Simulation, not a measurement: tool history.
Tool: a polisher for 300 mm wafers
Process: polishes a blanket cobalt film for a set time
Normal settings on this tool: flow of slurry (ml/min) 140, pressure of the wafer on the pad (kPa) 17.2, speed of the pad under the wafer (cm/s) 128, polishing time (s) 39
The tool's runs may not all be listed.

run	day	flow of slurry (ml/min)	pressure of the wafer on the pad (kPa)	speed of the pad under the wafer (cm/s)	polishing time (s)	wafers since the last listed run	wafers polished on this pad	hours since the slurry nozzle was cleaned	hours since the head pressure was calibrated	incoming thickness of the incoming film, nm	film removed (angstrom)
1	0	140	17.2	128	39	0	10259	650	443.3	901.7	3312
# day 0.9: worn pad replaced by a new one
2	3.321	140	17.2	128	39	1019	782	729.7	523	896	3743
3	5.788	140	17.2	128	39	797	1579	788.9	582.2	891	3707
# day 8.225: slurry nozzle cleaned
4	8.796	140	19.3	128	39	958	2538	13.7	654.4	894.1	4192
5	10.988	140	19.3	128	39	708	3246	66.3	707	902	3987
6	13.396	140	17.2	128	39	778	4024	124.1	764.8	917.8	3737
7	15.733	140	17.2	128	39	755	4780	180.2	820.9	901	3682
8	18.05	140	17.2	128	39	748	5528	235.8	876.5	903.1	3651
9	22.517	140	17.2	128	39	1443	6971	343	983.7	903.3	3608
10	25.717	170	17.2	128	39	1034	8005	419.8	1060.5	914.3	3538
11	33.2	170	17.2	128	39	2418	10424	599.4	1240.1	908.7	3443
12	35.192	140	13.1	128	39	643	11067	647.2	1287.9	905.8	2662
# day 35.6: worn pad replaced by a new one
# day 35.617: head pressure recalibrated
13	38.104	110	17.2	102	39	881	803	717.1	59.7	891.2	3028
# day 38.712: slurry nozzle cleaned
14	42.046	140	12.4	100	39	1260	2063	80	154.3	901.3	2474
15	45.121	140	17.2	128	39	993	3056	153.8	228.1	895.3	3704
16	48.754	140	17.2	128	39	1174	4230	241	315.3	889.5	3631
17	52.096	175	17.2	128	27	1079	5310	321.2	395.5	907.6	2567
18	56.592	120	13.1	144	39	1452	6763	429.1	503.4	909.2	3171
19	60.583	140	17.2	128	39	1289	8053	524.9	599.2	910.6	3424
20	64.171	125	22.8	96	43	1159	9212	611	685.3	893.2	3665
# day 67.029: worn pad replaced by a new one
21	67.567	140	17.2	128	39	1043	173	692.5	766.8	902.8	3750
# day 68.846: slurry nozzle cleaned
22	80.892	140	17.2	128	46	4292	4465	289.1	1086.6	898.3	4310
23	83.104	155	11.7	128	39	714	5180	342.2	1139.7	888.2	2795
# day 84.388: head pressure recalibrated
24	86.225	140	17.2	128	39	981	6161	417.1	44.1	901	3506
25	88.142	125	13.1	128	39	619	6781	463.1	90.1	888.8	2870
26	89.912	100	23.4	102	27	572	7353	505.6	132.6	907.9	2381
27	91.95	110	22.8	128	39	658	8011	554.5	181.5	897.7	4108
28	94.3	140	19.3	94	39	759	8771	610.9	237.9	899.2	2872
29	97.746	110	17.2	128	39	1113	9884	693.6	320.6	913.3	3230
30	101.458	140	13.1	128	39	1199	11084	782.7	409.7	897.6	2714
# day 102.646: slurry nozzle cleaned
# day 103.762: worn pad replaced by a new one
31	105.358	160	17.2	128	27	1192	515	65.1	503.3	896.4	2667
32	108.933	110	17.2	128	43	1155	1670	150.9	589.1	901.9	3992
33	111.838	190	17.2	84	33	938	2609	220.6	658.8	911.2	2364
34	114.838	140	17.2	158	51	969	3578	292.6	730.8	890.4	5707
35	117.779	140	17.2	128	39	950	4529	363.2	801.4	912.4	3594
36	121.425	140	17.2	162	39	1178	5707	450.7	888.9	894.8	4335

Below are 5 alternative next runs, each starting from the tool's condition after run 36. Predict each:
A	121.442	140	17.2	150	39	5	5712	451.1	889.3	899.4	?
B	121.442	140	23.4	146	35	5	5712	451.1	889.3	899.4	?
C	121.442	140	17.2	164	39	5	5712	451.1	889.3	899.4	?
D	121.442	140	17.2	92	39	5	5712	451.1	889.3	899.4	?
E	121.442	115	17.2	128	39	5	5712	451.1	889.3	899.4	?

run	film removed (angstrom)
A	4213
B	4644
C	4534
D	2884
E	3606
What these runs would have given with no unlogged condition in the tool:
run	film removed (angstrom)
A	4388
B	4836
C	4722
D	3004
E	3756
